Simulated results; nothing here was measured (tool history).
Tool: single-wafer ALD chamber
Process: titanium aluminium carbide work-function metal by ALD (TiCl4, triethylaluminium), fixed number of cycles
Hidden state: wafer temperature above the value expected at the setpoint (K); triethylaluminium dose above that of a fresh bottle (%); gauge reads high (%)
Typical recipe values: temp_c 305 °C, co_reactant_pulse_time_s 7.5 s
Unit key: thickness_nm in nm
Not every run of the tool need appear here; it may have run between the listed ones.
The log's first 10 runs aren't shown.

run,day,temp_c,co_reactant_pulse_time_s,wafers since the last listed run,hours since the last thermocouple change,hours since the last triethylaluminium bottle change,hours since the showerhead was replaced,hours since the gauge calibration,"read-back reference wafer on the same gauge, thickness_nm",thickness_nm
11,5.138,301,8.58,121,1623.6,1843.9,6215.2,344.5,1.86,1.952
# day 5.712: thermocouple changed; heater temperature recalibrated
12,5.733,301,8.58,86,0.5,1858.2,6229.5,358.8,1.86,1.95
13,6.362,305,7.5,206,15.6,1873.3,6244.6,373.9,1.858,1.913
14,6.692,305,7.5,108,23.5,1881.2,6252.5,381.8,1.86,1.905
# day 7.121: triethylaluminium bottle replaced
15,7.142,305,5.93,38,34.3,0.5,6263.3,392.6,1.862,1.689
16,7.583,305,7.5,145,44.9,11.1,6273.9,403.2,1.861,1.905
17,8.054,299,8.75,154,56.2,22.4,6285.2,414.5,1.86,1.943
# day 8.812: showerhead replaced
18,8.833,297,4.71,146,74.9,41.1,0.5,433.2,1.861,1.271
19,8.938,311,7.5,34,77.4,43.6,3,435.7,1.86,1.953
20,9.458,310,8.72,171,89.9,56.1,15.5,448.2,1.86,2.029
21,9.954,305,7.5,162,101.8,68,27.4,460.1,1.858,1.902
# day 10.438: gauge calibrated
22,10.542,301,9.44,192,115.9,82.1,41.5,2.5,1.86,1.979

Run 23 has not been measured yet. What should we expect?
23,10.975,315,8.53,142,126.3,92.5,51.9,12.9,?,?

For run 23 the tool returned read-back reference wafer on the same gauge, thickness_nm 1.86, thickness_nm 2.059 nm.
With no hidden state in the tool, this same run would have given thickness_nm 2.059 nm.
